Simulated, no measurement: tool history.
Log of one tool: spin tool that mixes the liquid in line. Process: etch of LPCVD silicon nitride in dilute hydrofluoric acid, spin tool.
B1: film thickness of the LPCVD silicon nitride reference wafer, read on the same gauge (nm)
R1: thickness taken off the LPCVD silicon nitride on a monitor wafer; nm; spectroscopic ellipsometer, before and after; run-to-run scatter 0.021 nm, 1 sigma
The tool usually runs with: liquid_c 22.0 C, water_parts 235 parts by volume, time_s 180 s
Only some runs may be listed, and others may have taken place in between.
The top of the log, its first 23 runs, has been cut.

Run 24, hour 656.2: usual settings; B1 139.993. Result: R1 0.356 nm.
Run 25, hour 680.9: usual settings but water_parts 135 parts by volume, time_s 80 s; B1 139.985. Result: R1 0.275 nm.
Run 26, hour 701.0: usual settings but liquid_c 19.0 C, water_parts 180 parts by volume, time_s 135 s; B1 139.997. Result: R1 0.270 nm.
Run 27, hour 728.5: usual settings but liquid_c 19.5 C, time_s 80 s; B1 140.013. Result: R1 0.125 nm.
Run 28, hour 747.3: usual settings but liquid_c 20.5 C, water_parts 120 parts by volume, time_s 260 s; B1 139.992. Result: R1 0.854 nm.
Run 29, hour 781.9: usual settings but liquid_c 25.5 C, time_s 100 s; B1 139.993. Result: R1 0.242 nm.
Run 30, hour 797.6: usual settings but water_parts 345 parts by volume, time_s 120 s; B1 140.010. Result: R1 0.146 nm.
Run 31, hour 812.5: usual settings but liquid_c 25.5 C, water_parts 310 parts by volume, time_s 230 s; B1 139.999. Result: R1 0.441 nm.
Run 32, hour 832.2: usual settings but liquid_c 26.5 C, water_parts 150 parts by volume, time_s 130 s; B1 140.010. Result: R1 0.507 nm.

4 options for the next run, each taken on its own from the tool as it stands now. Forecast them:
Run A, hour 832.7: usual settings but water_parts 310 parts by volume; B1 ?. Result: R1 ?.
Run B, hour 832.7: usual settings but liquid_c 17.5 C, time_s 265 s; B1 ?. Result: R1 ?.
Run C, hour 832.7: usual settings but liquid_c 25.0 C, water_parts 345 parts by volume, time_s 210 s; B1 ?. Result: R1 ?.
Run D, hour 832.7: usual settings but liquid_c 18.0 C, water_parts 330 parts by volume, time_s 275 s; B1 ?. Result: R1 ?.

run       B1     R1
  A  139.988  0.284
  B  139.988  0.410
  C  139.988  0.358
  D  139.988  0.318
Without the tool's unlogged condition, the same runs would have read:
run     R1
  A  0.284
  B  0.410
  C  0.358
  D  0.318
